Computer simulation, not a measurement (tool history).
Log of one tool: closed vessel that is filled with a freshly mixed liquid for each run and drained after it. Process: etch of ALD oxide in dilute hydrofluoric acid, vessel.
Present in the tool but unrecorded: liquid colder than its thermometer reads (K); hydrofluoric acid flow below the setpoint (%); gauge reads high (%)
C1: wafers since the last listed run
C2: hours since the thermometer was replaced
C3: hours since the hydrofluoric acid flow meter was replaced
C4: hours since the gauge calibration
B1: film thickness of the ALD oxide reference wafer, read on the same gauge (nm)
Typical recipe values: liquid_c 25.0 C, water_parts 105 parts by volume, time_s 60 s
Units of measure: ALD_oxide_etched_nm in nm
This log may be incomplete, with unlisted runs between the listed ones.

{"run": 1, "day": 0.0, "liquid_c": 25.0, "water_parts": 105, "time_s": 50, "C1": 0, "C2": 1085.8, "C3": 183.1, "C4": 1492.6, "B1": 60.0, "ALD_oxide_etched_nm": 11.92}
{"run": 2, "day": 1.679, "liquid_c": 21.5, "water_parts": 85, "time_s": 60, "C1": 2921, "C2": 1126.1, "C3": 223.4, "C4": 1532.9, "B1": 60.0, "ALD_oxide_etched_nm": 15.83}
{"run": 3, "day": 3.408, "liquid_c": 21.5, "water_parts": 85, "time_s": 60, "C1": 3008, "C2": 1167.6, "C3": 264.9, "C4": 1574.4, "B1": 59.99, "ALD_oxide_etched_nm": 15.86}
{"run": 4, "day": 6.146, "liquid_c": 25.0, "water_parts": 105, "time_s": 35, "C1": 4762, "C2": 1233.3, "C3": 330.6, "C4": 1640.1, "B1": 60.02, "ALD_oxide_etched_nm": 8.36}
{"run": 5, "day": 13.208, "liquid_c": 25.0, "water_parts": 105, "time_s": 70, "C1": 12287, "C2": 1402.8, "C3": 500.1, "C4": 1809.6, "B1": 60.02, "ALD_oxide_etched_nm": 16.89}
{"run": 6, "day": 15.517, "liquid_c": 25.0, "water_parts": 105, "time_s": 70, "C1": 4016, "C2": 1458.2, "C3": 555.5, "C4": 1865.0, "B1": 59.95, "ALD_oxide_etched_nm": 16.93}
{"run": 7, "day": 19.958, "liquid_c": 25.0, "water_parts": 105, "time_s": 60, "C1": 7727, "C2": 1564.8, "C3": 662.1, "C4": 1971.6, "B1": 59.99, "ALD_oxide_etched_nm": 14.33}
{"day": 22.783, "done": "hydrofluoric acid flow meter replaced"}
{"day": 23.392, "done": "thermometer replaced"}
{"run": 8, "day": 24.142, "liquid_c": 25.0, "water_parts": 70, "time_s": 60, "C1": 7133, "C2": 18.0, "C3": 32.6, "C4": 2072.0, "B1": 60.01, "ALD_oxide_etched_nm": 22.37}
{"day": 25.317, "done": "gauge calibrated"}
{"run": 9, "day": 26.9, "liquid_c": 25.0, "water_parts": 105, "time_s": 60, "C1": 4798, "C2": 84.2, "C3": 98.8, "C4": 38.0, "B1": 60.01, "ALD_oxide_etched_nm": 14.47}
{"run": 10, "day": 29.938, "liquid_c": 25.0, "water_parts": 105, "time_s": 60, "C1": 5284, "C2": 157.1, "C3": 171.7, "C4": 110.9, "B1": 59.98, "ALD_oxide_etched_nm": 14.4}
{"run": 11, "day": 34.233, "liquid_c": 25.0, "water_parts": 105, "time_s": 60, "C1": 7473, "C2": 260.2, "C3": 274.8, "C4": 214.0, "B1": 59.99, "ALD_oxide_etched_nm": 14.3}
{"run": 12, "day": 36.879, "liquid_c": 25.0, "water_parts": 65, "time_s": 60, "C1": 4603, "C2": 323.7, "C3": 338.3, "C4": 277.5, "B1": 60.0, "ALD_oxide_etched_nm": 24.34}
{"run": 13, "day": 38.633, "liquid_c": 27.5, "water_parts": 105, "time_s": 60, "C1": 3051, "C2": 365.8, "C3": 380.4, "C4": 319.6, "B1": 60.02, "ALD_oxide_etched_nm": 15.73}
{"run": 14, "day": 41.404, "liquid_c": 25.0, "water_parts": 105, "time_s": 60, "C1": 4820, "C2": 432.3, "C3": 446.9, "C4": 386.1, "B1": 60.02, "ALD_oxide_etched_nm": 14.39}
{"run": 15, "day": 43.329, "liquid_c": 25.0, "water_parts": 70, "time_s": 85, "C1": 3349, "C2": 478.5, "C3": 493.1, "C4": 432.3, "B1": 60.0, "ALD_oxide_etched_nm": 31.76}
{"run": 16, "day": 47.083, "liquid_c": 25.0, "water_parts": 105, "time_s": 60, "C1": 6531, "C2": 568.6, "C3": 583.2, "C4": 522.4, "B1": 59.98, "ALD_oxide_etched_nm": 14.36}
{"day": 50.021, "done": "hydrofluoric acid flow meter replaced"}
{"run": 17, "day": 50.042, "liquid_c": 25.0, "water_parts": 105, "time_s": 30, "C1": 5074, "C2": 639.6, "C3": 0.5, "C4": 593.4, "B1": 60.02, "ALD_oxide_etched_nm": 7.18}
{"run": 18, "day": 52.804, "liquid_c": 20.0, "water_parts": 105, "time_s": 30, "C1": 4806, "C2": 705.9, "C3": 66.8, "C4": 659.7, "B1": 59.98, "ALD_oxide_etched_nm": 5.9}
{"run": 19, "day": 55.183, "liquid_c": 25.0, "water_parts": 145, "time_s": 85, "C1": 4139, "C2": 763.0, "C3": 123.9, "C4": 716.8, "B1": 59.96, "ALD_oxide_etched_nm": 14.05}
{"run": 20, "day": 59.292, "liquid_c": 23.0, "water_parts": 135, "time_s": 75, "C1": 7147, "C2": 861.6, "C3": 222.5, "C4": 815.4, "B1": 60.02, "ALD_oxide_etched_nm": 12.45}
{"run": 21, "day": 61.146, "liquid_c": 21.5, "water_parts": 125, "time_s": 60, "C1": 3225, "C2": 906.1, "C3": 267.0, "C4": 859.9, "B1": 60.0, "ALD_oxide_etched_nm": 10.26}
{"run": 22, "day": 65.017, "liquid_c": 21.5, "water_parts": 125, "time_s": 60, "C1": 6734, "C2": 999.0, "C3": 359.9, "C4": 952.8, "B1": 60.0, "ALD_oxide_etched_nm": 10.24}
{"run": 23, "day": 67.521, "liquid_c": 22.0, "water_parts": 145, "time_s": 75, "C1": 4356, "C2": 1059.1, "C3": 420.0, "C4": 1012.9, "B1": 59.99, "ALD_oxide_etched_nm": 11.07}
{"run": 24, "day": 69.975, "liquid_c": 22.0, "water_parts": 135, "time_s": 60, "C1": 4269, "C2": 1118.0, "C3": 478.9, "C4": 1071.8, "B1": 60.03, "ALD_oxide_etched_nm": 9.57}
{"run": 25, "day": 72.558, "liquid_c": 25.0, "water_parts": 105, "time_s": 75, "C1": 4494, "C2": 1180.0, "C3": 540.9, "C4": 1133.8, "B1": 59.99, "ALD_oxide_etched_nm": 17.96}
{"run": 26, "day": 75.892, "liquid_c": 25.0, "water_parts": 80, "time_s": 60, "C1": 5799, "C2": 1260.0, "C3": 620.9, "C4": 1213.8, "B1": 60.0, "ALD_oxide_etched_nm": 19.46}
{"day": 78.729, "done": "hydrofluoric acid flow meter replaced"}
{"run": 27, "day": 79.546, "liquid_c": 28.0, "water_parts": 130, "time_s": 75, "C1": 6284, "C2": 1347.7, "C3": 19.6, "C4": 1301.5, "B1": 60.02, "ALD_oxide_etched_nm": 15.8}
{"run": 28, "day": 82.921, "liquid_c": 22.5, "water_parts": 75, "time_s": 75, "C1": 5871, "C2": 1428.7, "C3": 100.6, "C4": 1382.5, "B1": 60.0, "ALD_oxide_etched_nm": 23.71}
{"run": 29, "day": 84.762, "liquid_c": 25.0, "water_parts": 135, "time_s": 60, "C1": 3204, "C2": 1472.9, "C3": 144.8, "C4": 1426.7, "B1": 60.0, "ALD_oxide_etched_nm": 10.76}
{"run": 30, "day": 87.433, "liquid_c": 25.0, "water_parts": 125, "time_s": 60, "C1": 4646, "C2": 1537.0, "C3": 208.9, "C4": 1490.8, "B1": 59.99, "ALD_oxide_etched_nm": 11.83}
{"run": 31, "day": 89.138, "liquid_c": 25.0, "water_parts": 105, "time_s": 60, "C1": 2964, "C2": 1577.9, "C3": 249.8, "C4": 1531.7, "B1": 60.02, "ALD_oxide_etched_nm": 14.4}
{"run": 32, "day": 91.458, "liquid_c": 25.0, "water_parts": 105, "time_s": 60, "C1": 4037, "C2": 1633.6, "C3": 305.5, "C4": 1587.4, "B1": 60.01, "ALD_oxide_etched_nm": 14.39}
{"run": 33, "day": 93.796, "liquid_c": 25.0, "water_parts": 105, "time_s": 60, "C1": 4066, "C2": 1689.7, "C3": 361.6, "C4": 1643.5, "B1": 60.0, "ALD_oxide_etched_nm": 14.43}

What was the tool's hidden state at every run in the log?
liquid colder than its thermometer reads (K): 0, the same for each run
hydrofluoric acid flow below the setpoint (%): 0, the same for each run
gauge reads high (%): 0, the same for each run
